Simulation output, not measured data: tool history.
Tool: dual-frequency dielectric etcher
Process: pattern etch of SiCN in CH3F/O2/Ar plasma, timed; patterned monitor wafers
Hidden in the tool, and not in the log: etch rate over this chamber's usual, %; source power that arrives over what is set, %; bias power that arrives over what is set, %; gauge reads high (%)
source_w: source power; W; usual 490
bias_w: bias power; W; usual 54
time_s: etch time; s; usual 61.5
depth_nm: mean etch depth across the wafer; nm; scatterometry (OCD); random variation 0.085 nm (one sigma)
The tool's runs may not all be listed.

run,day,source_w,bias_w,time_s,wafers since the last listed run,hours since the last wet clean,hours since the last source power generator calibration,hours since the last bias power generator calibration,hours since the last upper electrode change,hours since the gauge calibration,"read-back reference wafer on the same gauge, depth_nm",depth_nm
1,0.000,490,62,61.5,0,106.2,807.4,2438.0,3907.5,762.6,19.99,22.50
2,8.467,490,54,61.5,1530,309.4,1010.6,2641.2,4110.7,965.8,19.98,20.97
3,10.867,490,54,61.5,433,367.0,1068.2,2698.8,4168.3,1023.4,20.02,20.96
4,13.321,490,54,61.5,443,425.9,1127.1,2757.7,4227.2,1082.3,20.03,20.91
# day 17.708: wet clean of the chamber
5,17.729,490,54,61.5,615,0.5,1232.9,2863.5,4333.0,1188.1,20.00,21.98
6,19.521,490,54,61.5,323,43.5,1275.9,2906.5,4376.0,1231.1,20.04,21.83
7,23.904,490,54,61.5,792,148.7,1381.1,3011.7,4481.2,1336.3,19.99,21.63
8,26.725,490,54,61.5,509,216.4,1448.8,3079.4,4548.9,1404.0,20.01,21.41
9,28.279,490,54,61.5,280,253.7,1486.1,3116.7,4586.2,1441.3,20.00,21.45
10,30.017,490,54,61.5,313,295.4,1527.8,3158.4,4627.9,1483.0,20.00,21.26
11,31.612,490,54,61.5,288,333.7,1566.1,3196.7,4666.2,1521.3,20.03,21.16
12,33.371,490,54,61.5,317,375.9,1608.3,3238.9,4708.4,1563.5,20.01,21.02
13,34.958,490,47,61.5,286,414.0,1646.4,3277.0,4746.5,1601.6,20.01,20.16
# day 37.004: upper electrode replaced, of another model than before
14,37.025,490,47,61.5,192,463.6,1696.0,3326.6,0.5,1651.2,20.01,19.56
# day 37.217: gauge calibrated
15,38.629,540,54,70.0,289,502.1,1734.5,3365.1,39.0,33.9,20.00,24.74
# day 39.638: source power generator calibrated
# day 41.850: wet clean of the chamber
16,42.112,440,54,61.5,418,6.3,59.4,3448.7,122.6,117.5,19.99,20.75
# day 43.167: bias power generator calibrated
17,45.021,400,63,78.5,495,76.1,129.2,44.5,192.4,187.3,19.99,27.05
18,47.212,490,54,73.0,396,128.7,181.8,97.1,245.0,239.9,20.02,25.51
19,49.329,400,63,49.5,382,179.5,232.6,147.9,295.8,290.7,20.01,16.82
20,52.550,490,54,48.5,582,256.8,309.9,225.2,373.1,368.0,20.00,16.77
21,55.192,490,54,61.5,477,320.2,373.3,288.6,436.5,431.4,19.99,21.09
22,56.946,530,54,50.0,317,362.3,415.4,330.7,478.6,473.5,20.00,17.61
23,58.458,410,44,54.0,273,398.6,451.7,367.0,514.9,509.8,20.01,15.25
24,62.267,490,54,61.5,688,490.0,543.1,458.4,606.3,601.2,20.00,20.74
25,64.629,580,67,80.0,426,546.7,599.8,515.1,663.0,657.9,19.99,31.96
# day 66.808: wet clean of the chamber
26,66.829,600,54,61.5,216,0.5,652.6,567.9,715.8,710.7,20.00,24.01
27,69.858,490,54,61.5,547,73.2,725.3,640.6,788.5,783.4,20.00,21.73
28,72.262,490,54,61.5,434,130.9,783.0,698.3,846.2,841.1,19.96,21.71
29,76.388,430,44,69.5,745,229.9,882.0,797.3,945.2,940.1,20.00,20.78
30,80.004,570,46,44.5,653,316.7,968.8,884.1,1032.0,1026.9,20.03,15.30
31,82.458,490,54,61.5,443,375.6,1027.7,943.0,1090.9,1085.8,20.04,21.31

The tool's hidden state at each run:
source power that arrives over what is set, %: 0 in every run
bias power that arrives over what is set, %: 0 in every run
gauge reads high (%): 0 in every run
H1: etch rate over this chamber's usual, %
run,H1
1,-1.31
2,-3.29
3,-3.85
4,-4.43
5,0.52
6,0.1
7,-0.925
8,-1.59
9,-1.95
10,-2.36
11,-2.73
12,-3.14
13,-3.51
14,-4
15,-4.37
16,-0.539
17,-1.22
18,-1.73
19,-2.23
20,-2.98
21,-3.6
22,-4.01
23,-4.36
24,-5.26
25,-5.81
26,0.537
27,-0.172
28,-0.735
29,-1.7
30,-2.55
31,-3.12

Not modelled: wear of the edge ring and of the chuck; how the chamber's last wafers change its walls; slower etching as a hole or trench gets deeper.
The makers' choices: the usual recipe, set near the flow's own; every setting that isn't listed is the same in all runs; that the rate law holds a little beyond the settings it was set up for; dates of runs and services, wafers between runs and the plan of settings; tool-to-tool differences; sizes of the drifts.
